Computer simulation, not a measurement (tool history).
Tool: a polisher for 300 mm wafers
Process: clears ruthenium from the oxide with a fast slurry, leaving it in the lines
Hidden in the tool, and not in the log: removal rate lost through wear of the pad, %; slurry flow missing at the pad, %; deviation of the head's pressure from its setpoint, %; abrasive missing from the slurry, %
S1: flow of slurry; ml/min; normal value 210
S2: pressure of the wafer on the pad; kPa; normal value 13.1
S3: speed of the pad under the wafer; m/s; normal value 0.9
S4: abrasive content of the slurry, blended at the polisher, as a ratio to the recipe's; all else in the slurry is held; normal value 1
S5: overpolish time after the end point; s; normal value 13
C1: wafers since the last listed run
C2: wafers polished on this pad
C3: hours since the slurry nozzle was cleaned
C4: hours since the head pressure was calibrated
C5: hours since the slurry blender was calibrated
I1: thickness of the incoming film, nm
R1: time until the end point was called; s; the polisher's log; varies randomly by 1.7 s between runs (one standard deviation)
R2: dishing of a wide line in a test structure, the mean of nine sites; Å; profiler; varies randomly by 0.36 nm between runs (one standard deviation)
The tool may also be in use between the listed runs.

Run 1, hour 0: usual settings; C1 0; C2 1977; C3 170.8; C4 88.8; C5 99.8; I1 216.1. Result: R1 93.5 s, R2 249 Å.
Run 2, hour 323.2: usual settings; C1 2991; C2 4969; C3 494; C4 412; C5 423; I1 216.7. Result: R1 104.7 s, R2 235 Å.
Run 3, hour 367.6: usual settings; C1 410; C2 5380; C3 538.4; C4 456.4; C5 467.4; I1 216.3. Result: R1 103.5 s, R2 228 Å.
Run 4, hour 468.6: usual settings; C1 934; C2 6314; C3 639.4; C4 557.4; C5 568.4; I1 215.9. Result: R1 107.8 s, R2 231 Å.
Run 5, hour 509.5: usual settings; C1 378; C2 6693; C3 680.3; C4 598.3; C5 609.3; I1 212.8. Result: R1 104.3 s, R2 225 Å.
Run 6, hour 567.1: usual settings; C1 533; C2 7226; C3 737.9; C4 655.9; C5 666.9; I1 215.6. Result: R1 105.7 s, R2 227 Å.
Run 7, hour 614.8: usual settings but S2 9.7 kPa, S4 1.1; C1 441; C2 7668; C3 785.6; C4 703.6; C5 714.6; I1 215.3. Result: R1 126.4 s, R2 192 Å.
At hour 640.3: slurry blender recalibrated.
At hour 641: worn pad replaced by a new one.
Run 8, hour 679.8: usual settings; C1 577; C2 359; C3 850.6; C4 768.6; C5 39.5; I1 215. Result: R1 112.9 s, R2 217 Å.
At hour 708.9: slurry nozzle cleaned.
Run 9, hour 770.9: usual settings but S4 1.15; C1 833; C2 1193; C3 62; C4 859.7; C5 130.6; I1 215.5. Result: R1 95.1 s, R2 249 Å.
At hour 794.8: head pressure recalibrated.
Run 10, hour 849: usual settings but S3 0.82 m/s; C1 704; C2 1897; C3 140.1; C4 54.2; C5 208.7; I1 212.6. Result: R1 100.2 s, R2 242 Å.
Run 11, hour 943.7: usual settings; C1 876; C2 2774; C3 234.8; C4 148.9; C5 303.4; I1 215.9. Result: R1 96.7 s, R2 245 Å.
Run 12, hour 1000: usual settings but S4 1.15; C1 521; C2 3295; C3 291.1; C4 205.2; C5 359.7; I1 215.1. Result: R1 88.7 s, R2 252 Å.
Run 13, hour 1048.4: usual settings but S1 240 ml/min; C1 447; C2 3743; C3 339.5; C4 253.6; C5 408.1; I1 214.8. Result: R1 95.9 s, R2 242 Å.
Run 14, hour 1098.3: usual settings but S2 17.9 kPa, S4 1.15; C1 461; C2 4204; C3 389.4; C4 303.5; C5 458; I1 217.3. Result: R1 78.4 s, R2 304 Å.
Run 15, hour 1151.7: usual settings; C1 494; C2 4699; C3 442.8; C4 356.9; C5 511.4; I1 214.3. Result: R1 101.3 s, R2 237 Å.
Run 16, hour 1444.9: usual settings but S1 250 ml/min, S2 11 kPa, S3 1.08 m/s, S4 0.75; C1 2713; C2 7412; C3 736; C4 650.1; C5 804.6; I1 216.6. Result: R1 105.9 s, R2 225 Å.
At hour 1449.5: worn pad replaced by a new one.
At hour 1492.3: slurry blender recalibrated.
Run 17, hour 1544.4: usual settings but S2 17.2 kPa, S3 1.14 m/s, S4 0.75, S5 21 s; C1 865; C2 860; C3 835.5; C4 749.6; C5 52.1; I1 213.7. Result: R1 80.3 s, R2 449 Å.
At hour 1577: slurry nozzle cleaned.
Run 18, hour 1608.2: usual settings but S5 8 s; C1 581; C2 1441; C3 31.2; C4 813.4; C5 115.9; I1 215.5. Result: R1 98.5 s, R2 151 Å.
Run 19, hour 1695.7: usual settings but S1 250 ml/min, S2 9 kPa, S4 1.3, S5 6 s; C1 809; C2 2251; C3 118.7; C4 900.9; C5 203.4; I1 214.6. Result: R1 111 s, R2 105 Å.
Run 20, hour 1778: usual settings; C1 761; C2 3013; C3 201; C4 983.2; C5 285.7; I1 214.6. Result: R1 97.6 s, R2 241 Å.
At hour 1839.5: head pressure recalibrated.
Run 21, hour 1873.9: usual settings but S1 230 ml/min, S2 10.3 kPa, S5 9 s; C1 869; C2 3882; C3 296.9; C4 34.4; C5 381.6; I1 214.6. Result: R1 105.9 s, R2 161 Å.
Run 22, hour 1930.6: usual settings but S1 275 ml/min, S2 9 kPa, S4 1.1, S5 10 s; C1 524; C2 4406; C3 353.6; C4 91.1; C5 438.3; I1 212.4. Result: R1 106.4 s, R2 168 Å.
Run 23, hour 2021: usual settings but S1 280 ml/min, S3 1.1 m/s, S4 0.9, S5 20 s; C1 836; C2 5243; C3 444; C4 181.5; C5 528.7; I1 214.8. Result: R1 77.5 s, R2 433 Å.
Run 24, hour 2068.9: usual settings; C1 443; C2 5686; C3 491.9; C4 229.4; C5 576.6; I1 217.2. Result: R1 99.1 s, R2 241 Å.
Run 25, hour 2136.7: usual settings but S2 10.3 kPa; C1 627; C2 6314; C3 559.7; C4 297.2; C5 644.4; I1 213.4. Result: R1 117.3 s, R2 209 Å.
At hour 2149.4: slurry blender recalibrated.
Run 26, hour 2256.4: usual settings but S2 15.2 kPa; C1 1089; C2 7403; C3 679.4; C4 416.9; C5 107; I1 216.9. Result: R1 96.9 s, R2 247 Å.
At hour 2329: worn pad replaced by a new one.
At hour 2334.5: slurry nozzle cleaned.
Run 27, hour 2354.9: usual settings but S1 275 ml/min; C1 865; C2 230; C3 20.4; C4 515.4; C5 205.5; I1 214.7. Result: R1 94.6 s, R2 245 Å.

Below are 5 alternative next runs, each starting from the tool's condition after run 27. Predict each:
Run A, hour 2355.4: usual settings but S3 1.06 m/s; C1 4; C2 235; C3 20.9; C4 515.9; C5 206; I1 213.2. Result: R1 ?, R2 ?.
Run B, hour 2355.4: usual settings but S2 10.3 kPa, S5 11 s; C1 4; C2 235; C3 20.9; C4 515.9; C5 206; I1 213.2. Result: R1 ?, R2 ?.
Run C, hour 2355.4: usual settings but S1 145 ml/min; C1 4; C2 235; C3 20.9; C4 515.9; C5 206; I1 213.2. Result: R1 ?, R2 ?.
Run D, hour 2355.4: usual settings but S5 16 s; C1 4; C2 235; C3 20.9; C4 515.9; C5 206; I1 213.2. Result: R1 ?, R2 ?.
Run E, hour 2355.4: usual settings but S1 160 ml/min, S2 11 kPa, S4 0.9, S5 10 s; C1 4; C2 235; C3 20.9; C4 515.9; C5 206; I1 213.2. Result: R1 ?, R2 ?.

run     R1   R2
  A     80  279
  B  107.1  180
  C  100.2  225
  D   93.6  293
  E  112.2  157
What these runs would have given with no unlogged condition in the tool:
run     R1   R2
  A   74.6  298
  B   99.9  192
  C   93.1  242
  D   87.3  312
  E  104.3  168
